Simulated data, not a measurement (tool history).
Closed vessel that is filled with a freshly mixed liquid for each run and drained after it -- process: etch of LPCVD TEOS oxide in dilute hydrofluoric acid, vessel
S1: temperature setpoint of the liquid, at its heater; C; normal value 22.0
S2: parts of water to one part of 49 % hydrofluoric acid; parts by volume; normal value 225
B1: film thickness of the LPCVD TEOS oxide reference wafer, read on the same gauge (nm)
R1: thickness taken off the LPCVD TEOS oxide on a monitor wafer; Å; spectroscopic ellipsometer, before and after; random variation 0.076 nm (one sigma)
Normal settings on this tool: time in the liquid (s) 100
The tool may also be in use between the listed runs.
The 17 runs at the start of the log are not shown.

run 18 hour=923.2 | S1=18.5 S2=180 time_in_the_liquid_(s)=100 | B1=80.01 | R1=126.1
run 19 hour=986.4 | S1=22.0 S2=225 time_in_the_liquid_(s)=100 | B1=80.00 | R1=109.6
run 20 hour=1017.2 | S1=20.0 S2=130 time_in_the_liquid_(s)=100 | B1=79.97 | R1=194.3
run 21 hour=1045.6 | S1=26.0 S2=315 time_in_the_liquid_(s)=145 | B1=79.97 | R1=118.4
run 22 hour=1075.2 | S1=22.0 S2=225 time_in_the_liquid_(s)=100 | B1=80.04 | R1=108.1
run 23 hour=1103.3 | S1=22.0 S2=290 time_in_the_liquid_(s)=100 | B1=79.99 | R1=78.8
run 24 hour=1169.7 | S1=22.0 S2=190 time_in_the_liquid_(s)=70 | B1=80.01 | R1=92.3
run 25 hour=1224.0 | S1=22.0 S2=225 time_in_the_liquid_(s)=100 | B1=79.97 | R1=106.3
run 26 hour=1250.4 | S1=22.0 S2=290 time_in_the_liquid_(s)=100 | B1=80.01 | R1=78.1
run 27 hour=1301.2 | S1=22.0 S2=225 time_in_the_liquid_(s)=100 | B1=79.99 | R1=107.9
run 28 hour=1471.4 | S1=22.0 S2=180 time_in_the_liquid_(s)=70 | B1=80.00 | R1=95.4
run 29 hour=1540.8 | S1=22.0 S2=225 time_in_the_liquid_(s)=100 | B1=80.00 | R1=105.3
run 30 hour=1659.1 | S1=19.5 S2=260 time_in_the_liquid_(s)=145 | B1=79.98 | R1=114.5
-- hour=1664.5 hydrofluoric acid flow meter replaced
run 31 hour=1691.6 | S1=22.0 S2=225 time_in_the_liquid_(s)=100 | B1=79.96 | R1=112.2
run 32 hour=1763.3 | S1=20.5 S2=130 time_in_the_liquid_(s)=130 | B1=79.99 | R1=262.2

Below are 5 alternative next runs, each starting from the tool's condition after run 32. Predict each:
run A hour=1764.0 | S1=22.0 S2=225 time_in_the_liquid_(s)=100 | B1=? | R1=?
run B hour=1764.0 | S1=17.5 S2=165 time_in_the_liquid_(s)=100 | B1=? | R1=?
run C hour=1764.0 | S1=20.5 S2=165 time_in_the_liquid_(s)=100 | B1=? | R1=?
run D hour=1764.0 | S1=24.0 S2=180 time_in_the_liquid_(s)=120 | B1=? | R1=?
run E hour=1764.0 | S1=17.5 S2=225 time_in_the_liquid_(s)=65 | B1=? | R1=?

run=A B1=79.97 R1=111.7
run=B B1=79.97 R1=135.4
run=C B1=79.97 R1=152.7
run=D B1=79.97 R1=189.3
run=E B1=79.97 R1=61.1
With the hidden condition removed and each run's random variation left untouched, the same runs would have given:
run=A R1=116.1
run=B R1=141.0
run=C R1=158.9
run=D R1=196.7
run=E R1=63.5
